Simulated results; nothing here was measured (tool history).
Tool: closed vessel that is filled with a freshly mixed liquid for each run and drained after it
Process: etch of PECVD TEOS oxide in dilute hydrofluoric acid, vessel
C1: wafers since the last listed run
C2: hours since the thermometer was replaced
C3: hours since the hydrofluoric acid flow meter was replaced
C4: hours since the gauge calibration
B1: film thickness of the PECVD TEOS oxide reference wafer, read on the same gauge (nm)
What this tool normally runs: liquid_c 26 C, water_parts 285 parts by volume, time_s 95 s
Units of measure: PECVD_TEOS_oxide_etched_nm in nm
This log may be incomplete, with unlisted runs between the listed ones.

run 1 hour=0 | liquid_c=26 water_parts=285 time_s=95 | C1=0 C2=1375.5 C3=205.4 C4=31.7 | B1=129.99 | PECVD_TEOS_oxide_etched_nm=7.24
run 2 hour=12.2 | liquid_c=26 water_parts=285 time_s=95 | C1=777 C2=1387.7 C3=217.6 C4=43.9 | B1=130.01 | PECVD_TEOS_oxide_etched_nm=7.25
run 3 hour=18.4 | liquid_c=26 water_parts=285 time_s=95 | C1=395 C2=1393.9 C3=223.8 C4=50.1 | B1=130.02 | PECVD_TEOS_oxide_etched_nm=7.35
run 4 hour=28.5 | liquid_c=26 water_parts=285 time_s=95 | C1=643 C2=1404 C3=233.9 C4=60.2 | B1=129.99 | PECVD_TEOS_oxide_etched_nm=7.21
run 5 hour=41.6 | liquid_c=26 water_parts=285 time_s=95 | C1=834 C2=1417.1 C3=247 C4=73.3 | B1=130 | PECVD_TEOS_oxide_etched_nm=7.42
run 6 hour=59 | liquid_c=26 water_parts=285 time_s=95 | C1=1108 C2=1434.5 C3=264.4 C4=90.7 | B1=130.04 | PECVD_TEOS_oxide_etched_nm=7.45
run 7 hour=74.6 | liquid_c=26 water_parts=285 time_s=95 | C1=993 C2=1450.1 C3=280 C4=106.3 | B1=129.96 | PECVD_TEOS_oxide_etched_nm=7.36
run 8 hour=87.6 | liquid_c=26 water_parts=285 time_s=95 | C1=828 C2=1463.1 C3=293 C4=119.3 | B1=130 | PECVD_TEOS_oxide_etched_nm=7.48
run 9 hour=96.8 | liquid_c=26 water_parts=285 time_s=95 | C1=586 C2=1472.3 C3=302.2 C4=128.5 | B1=130.03 | PECVD_TEOS_oxide_etched_nm=7.54
run 10 hour=108.5 | liquid_c=26 water_parts=285 time_s=95 | C1=745 C2=1484 C3=313.9 C4=140.2 | B1=130.01 | PECVD_TEOS_oxide_etched_nm=7.37
run 11 hour=127.3 | liquid_c=26 water_parts=285 time_s=95 | C1=1197 C2=1502.8 C3=332.7 C4=159 | B1=129.98 | PECVD_TEOS_oxide_etched_nm=7.41
-- hour=128.9 gauge calibrated
run 12 hour=136.4 | liquid_c=26 water_parts=285 time_s=95 | C1=579 C2=1511.9 C3=341.8 C4=7.5 | B1=130.02 | PECVD_TEOS_oxide_etched_nm=7.59
run 13 hour=146.3 | liquid_c=27.5 water_parts=410 time_s=145 | C1=630 C2=1521.8 C3=351.7 C4=17.4 | B1=129.99 | PECVD_TEOS_oxide_etched_nm=7.58
run 14 hour=161.2 | liquid_c=22 water_parts=355 time_s=95 | C1=949 C2=1536.7 C3=366.6 C4=32.3 | B1=129.99 | PECVD_TEOS_oxide_etched_nm=5.01
run 15 hour=176 | liquid_c=26 water_parts=285 time_s=95 | C1=942 C2=1551.5 C3=381.4 C4=47.1 | B1=129.97 | PECVD_TEOS_oxide_etched_nm=7.63
-- hour=181.2 hydrofluoric acid flow meter replaced
run 16 hour=193.3 | liquid_c=29 water_parts=285 time_s=70 | C1=1038 C2=1568.8 C3=12.1 C4=64.4 | B1=130 | PECVD_TEOS_oxide_etched_nm=5.45
-- hour=202.5 thermometer replaced
run 17 hour=205.7 | liquid_c=23.5 water_parts=380 time_s=95 | C1=726 C2=3.2 C3=24.5 C4=76.8 | B1=130.01 | PECVD_TEOS_oxide_etched_nm=4.34
run 18 hour=222.4 | liquid_c=23 water_parts=390 time_s=125 | C1=1064 C2=19.9 C3=41.2 C4=93.5 | B1=130.02 | PECVD_TEOS_oxide_etched_nm=5.42
run 19 hour=229.5 | liquid_c=24.5 water_parts=285 time_s=95 | C1=452 C2=27 C3=48.3 C4=100.6 | B1=130.02 | PECVD_TEOS_oxide_etched_nm=6.41
run 20 hour=240.7 | liquid_c=26 water_parts=285 time_s=95 | C1=713 C2=38.2 C3=59.5 C4=111.8 | B1=130.02 | PECVD_TEOS_oxide_etched_nm=6.82
run 21 hour=253.6 | liquid_c=26 water_parts=285 time_s=95 | C1=821 C2=51.1 C3=72.4 C4=124.7 | B1=130.01 | PECVD_TEOS_oxide_etched_nm=6.99
run 22 hour=269.3 | liquid_c=22 water_parts=355 time_s=95 | C1=1000 C2=66.8 C3=88.1 C4=140.4 | B1=130 | PECVD_TEOS_oxide_etched_nm=4.56
run 23 hour=275.5 | liquid_c=22.5 water_parts=285 time_s=65 | C1=395 C2=73 C3=94.3 C4=146.6 | B1=129.98 | PECVD_TEOS_oxide_etched_nm=4.25
run 24 hour=282.5 | liquid_c=26 water_parts=285 time_s=95 | C1=446 C2=80 C3=101.3 C4=153.6 | B1=129.98 | PECVD_TEOS_oxide_etched_nm=6.95
run 25 hour=293.1 | liquid_c=28.5 water_parts=400 time_s=115 | C1=675 C2=90.6 C3=111.9 C4=164.2 | B1=129.97 | PECVD_TEOS_oxide_etched_nm=5.81

Branching from run 25: 3 alternative next runs. What would each branch give?
run A hour=293.8 | liquid_c=26 water_parts=200 time_s=95 | C1=44 C2=91.3 C3=112.6 C4=164.9 | B1=? | PECVD_TEOS_oxide_etched_nm=?
run B hour=293.8 | liquid_c=21.5 water_parts=400 time_s=95 | C1=44 C2=91.3 C3=112.6 C4=164.9 | B1=? | PECVD_TEOS_oxide_etched_nm=?
run C hour=293.8 | liquid_c=22 water_parts=215 time_s=55 | C1=44 C2=91.3 C3=112.6 C4=164.9 | B1=? | PECVD_TEOS_oxide_etched_nm=?

run=A B1=129.98 PECVD_TEOS_oxide_etched_nm=10.77
run=B B1=129.98 PECVD_TEOS_oxide_etched_nm=3.8
run=C B1=129.98 PECVD_TEOS_oxide_etched_nm=4.93
Without the tool's unlogged condition, the same runs would have read:
run=A PECVD_TEOS_oxide_etched_nm=10.35
run=B PECVD_TEOS_oxide_etched_nm=3.64
run=C PECVD_TEOS_oxide_etched_nm=4.74
